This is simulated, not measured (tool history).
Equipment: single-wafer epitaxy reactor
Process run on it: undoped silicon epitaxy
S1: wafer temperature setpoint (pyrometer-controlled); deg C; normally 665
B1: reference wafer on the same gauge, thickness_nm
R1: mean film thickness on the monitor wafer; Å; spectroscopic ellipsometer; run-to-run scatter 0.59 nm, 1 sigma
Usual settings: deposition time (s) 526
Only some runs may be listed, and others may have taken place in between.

{"run": 1, "day": 0.0, "S1": 665, "deposition time (s)": 526, "B1": 136.027, "R1": 1378.61}
{"run": 2, "day": 0.733, "S1": 665, "deposition time (s)": 526, "B1": 136.106, "R1": 1391.38}
{"run": 3, "day": 3.742, "S1": 674, "deposition time (s)": 456, "B1": 135.923, "R1": 1480.2}
{"run": 4, "day": 4.442, "S1": 674, "deposition time (s)": 456, "B1": 135.808, "R1": 1480.58}
{"run": 5, "day": 5.546, "S1": 665, "deposition time (s)": 526, "B1": 136.107, "R1": 1390.47}
{"run": 6, "day": 6.733, "S1": 665, "deposition time (s)": 526, "B1": 135.849, "R1": 1387.47}
{"run": 7, "day": 7.333, "S1": 665, "deposition time (s)": 526, "B1": 135.98, "R1": 1393.46}
{"run": 8, "day": 10.796, "S1": 665, "deposition time (s)": 526, "B1": 136.143, "R1": 1404.84}
{"day": 11.508, "done": "gauge calibrated"}
{"run": 9, "day": 12.104, "S1": 665, "deposition time (s)": 526, "B1": 136.265, "R1": 1411.07}
{"run": 10, "day": 13.05, "S1": 656, "deposition time (s)": 618, "B1": 135.982, "R1": 1346.48}
{"run": 11, "day": 13.846, "S1": 665, "deposition time (s)": 526, "B1": 135.728, "R1": 1408.46}
{"day": 14.371, "done": "pyrometer calibrated"}
{"run": 12, "day": 14.688, "S1": 665, "deposition time (s)": 526, "B1": 135.952, "R1": 1334.16}
{"run": 13, "day": 15.754, "S1": 659, "deposition time (s)": 555, "B1": 135.937, "R1": 1223.84}

The next listed run, before its measurement:
{"run": 14, "day": 16.95, "S1": 650, "deposition time (s)": 568, "B1": "?", "R1": "?"}

B1: 135.740
R1: 1016.99 Å
Minus the tool's unlogged condition, the same run would have read R1 1025.56 Å.

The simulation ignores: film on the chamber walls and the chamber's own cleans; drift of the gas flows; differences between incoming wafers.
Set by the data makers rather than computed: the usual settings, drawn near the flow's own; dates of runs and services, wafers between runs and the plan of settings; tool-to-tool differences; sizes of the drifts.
